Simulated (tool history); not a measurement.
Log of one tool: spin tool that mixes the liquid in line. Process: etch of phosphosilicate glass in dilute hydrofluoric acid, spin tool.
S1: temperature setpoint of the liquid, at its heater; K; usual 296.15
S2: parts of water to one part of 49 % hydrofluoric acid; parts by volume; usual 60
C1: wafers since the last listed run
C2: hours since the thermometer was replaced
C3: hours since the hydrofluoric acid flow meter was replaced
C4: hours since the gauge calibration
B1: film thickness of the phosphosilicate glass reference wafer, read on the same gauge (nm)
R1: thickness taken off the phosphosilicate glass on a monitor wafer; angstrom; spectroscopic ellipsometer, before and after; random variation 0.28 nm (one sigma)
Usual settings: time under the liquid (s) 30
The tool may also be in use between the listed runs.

{"run": 1, "hour": 0.0, "S1": 296.15, "S2": 60, "time under the liquid (s)": 15, "C1": 0, "C2": 498.1, "C3": 932.0, "C4": 97.1, "B1": 29.97, "R1": 144.6}
{"run": 2, "hour": 25.1, "S1": 296.15, "S2": 60, "time under the liquid (s)": 30, "C1": 446, "C2": 523.2, "C3": 957.1, "C4": 122.2, "B1": 30.01, "R1": 287.5}
{"run": 3, "hour": 57.1, "S1": 296.15, "S2": 60, "time under the liquid (s)": 30, "C1": 569, "C2": 555.2, "C3": 989.1, "C4": 154.2, "B1": 30.01, "R1": 282.5}
{"run": 4, "hour": 80.6, "S1": 296.15, "S2": 60, "time under the liquid (s)": 30, "C1": 418, "C2": 578.7, "C3": 1012.6, "C4": 177.7, "B1": 29.99, "R1": 280.9}
{"run": 5, "hour": 98.4, "S1": 296.15, "S2": 60, "time under the liquid (s)": 30, "C1": 316, "C2": 596.5, "C3": 1030.4, "C4": 195.5, "B1": 30.07, "R1": 283.5}
{"run": 6, "hour": 126.4, "S1": 296.15, "S2": 60, "time under the liquid (s)": 20, "C1": 498, "C2": 624.5, "C3": 1058.4, "C4": 223.5, "B1": 30.0, "R1": 186.8}
{"run": 7, "hour": 145.4, "S1": 296.15, "S2": 60, "time under the liquid (s)": 20, "C1": 338, "C2": 643.5, "C3": 1077.4, "C4": 242.5, "B1": 30.02, "R1": 184.9}
{"run": 8, "hour": 158.5, "S1": 296.15, "S2": 60, "time under the liquid (s)": 20, "C1": 233, "C2": 656.6, "C3": 1090.5, "C4": 255.6, "B1": 29.97, "R1": 188.5}
{"run": 9, "hour": 173.3, "S1": 296.15, "S2": 60, "time under the liquid (s)": 30, "C1": 263, "C2": 671.4, "C3": 1105.3, "C4": 270.4, "B1": 29.96, "R1": 278.9}
{"hour": 178.0, "done": "hydrofluoric acid flow meter replaced"}
{"hour": 196.5, "done": "thermometer replaced"}
{"run": 10, "hour": 205.9, "S1": 296.15, "S2": 60, "time under the liquid (s)": 40, "C1": 544, "C2": 9.4, "C3": 27.9, "C4": 303.0, "B1": 30.01, "R1": 398.8}
{"run": 11, "hour": 231.0, "S1": 296.15, "S2": 35, "time under the liquid (s)": 30, "C1": 446, "C2": 34.5, "C3": 53.0, "C4": 328.1, "B1": 30.01, "R1": 524.4}
{"run": 12, "hour": 290.7, "S1": 296.15, "S2": 60, "time under the liquid (s)": 30, "C1": 1062, "C2": 94.2, "C3": 112.7, "C4": 387.8, "B1": 29.97, "R1": 298.1}
{"run": 13, "hour": 305.0, "S1": 292.65, "S2": 60, "time under the liquid (s)": 15, "C1": 254, "C2": 108.5, "C3": 127.0, "C4": 402.1, "B1": 30.0, "R1": 130.4}
{"run": 14, "hour": 337.4, "S1": 296.15, "S2": 60, "time under the liquid (s)": 30, "C1": 576, "C2": 140.9, "C3": 159.4, "C4": 434.5, "B1": 29.98, "R1": 292.4}
{"run": 15, "hour": 365.0, "S1": 297.65, "S2": 45, "time under the liquid (s)": 30, "C1": 491, "C2": 168.5, "C3": 187.0, "C4": 462.1, "B1": 29.96, "R1": 425.5}
{"run": 16, "hour": 388.1, "S1": 296.15, "S2": 60, "time under the liquid (s)": 30, "C1": 411, "C2": 191.6, "C3": 210.1, "C4": 485.2, "B1": 29.99, "R1": 293.2}
{"run": 17, "hour": 408.5, "S1": 301.15, "S2": 60, "time under the liquid (s)": 30, "C1": 362, "C2": 212.0, "C3": 230.5, "C4": 505.6, "B1": 29.97, "R1": 360.7}
{"run": 18, "hour": 424.9, "S1": 293.15, "S2": 35, "time under the liquid (s)": 40, "C1": 291, "C2": 228.4, "C3": 246.9, "C4": 522.0, "B1": 30.01, "R1": 605.3}
{"run": 19, "hour": 440.6, "S1": 296.15, "S2": 60, "time under the liquid (s)": 30, "C1": 279, "C2": 244.1, "C3": 262.6, "C4": 537.7, "B1": 30.02, "R1": 293.4}
{"hour": 458.2, "done": "gauge calibrated"}
{"run": 20, "hour": 473.9, "S1": 299.15, "S2": 70, "time under the liquid (s)": 30, "C1": 592, "C2": 277.4, "C3": 295.9, "C4": 15.7, "B1": 30.0, "R1": 281.8}
{"run": 21, "hour": 498.2, "S1": 296.15, "S2": 60, "time under the liquid (s)": 30, "C1": 432, "C2": 301.7, "C3": 320.2, "C4": 40.0, "B1": 29.98, "R1": 288.4}
{"run": 22, "hour": 522.7, "S1": 291.15, "S2": 60, "time under the liquid (s)": 30, "C1": 435, "C2": 326.2, "C3": 344.7, "C4": 64.5, "B1": 30.01, "R1": 232.2}
{"run": 23, "hour": 534.8, "S1": 296.15, "S2": 75, "time under the liquid (s)": 20, "C1": 215, "C2": 338.3, "C3": 356.8, "C4": 76.6, "B1": 29.99, "R1": 152.9}
{"run": 24, "hour": 552.8, "S1": 298.65, "S2": 70, "time under the liquid (s)": 20, "C1": 320, "C2": 356.3, "C3": 374.8, "C4": 94.6, "B1": 29.99, "R1": 180.5}
{"run": 25, "hour": 582.5, "S1": 300.15, "S2": 60, "time under the liquid (s)": 30, "C1": 528, "C2": 386.0, "C3": 404.5, "C4": 124.3, "B1": 30.01, "R1": 340.6}
{"run": 26, "hour": 596.8, "S1": 293.65, "S2": 45, "time under the liquid (s)": 40, "C1": 254, "C2": 400.3, "C3": 418.8, "C4": 138.6, "B1": 30.02, "R1": 467.2}

The next listed run, before its measurement:
{"run": 27, "hour": 618.7, "S1": 296.15, "S2": 60, "time under the liquid (s)": 35, "C1": 389, "C2": 422.2, "C3": 440.7, "C4": 160.5, "B1": "?", "R1": "?"}

B1: 30.02
R1: 337.7 angstrom
Without the tool's hidden state the same run would have given R1 348.4 angstrom.
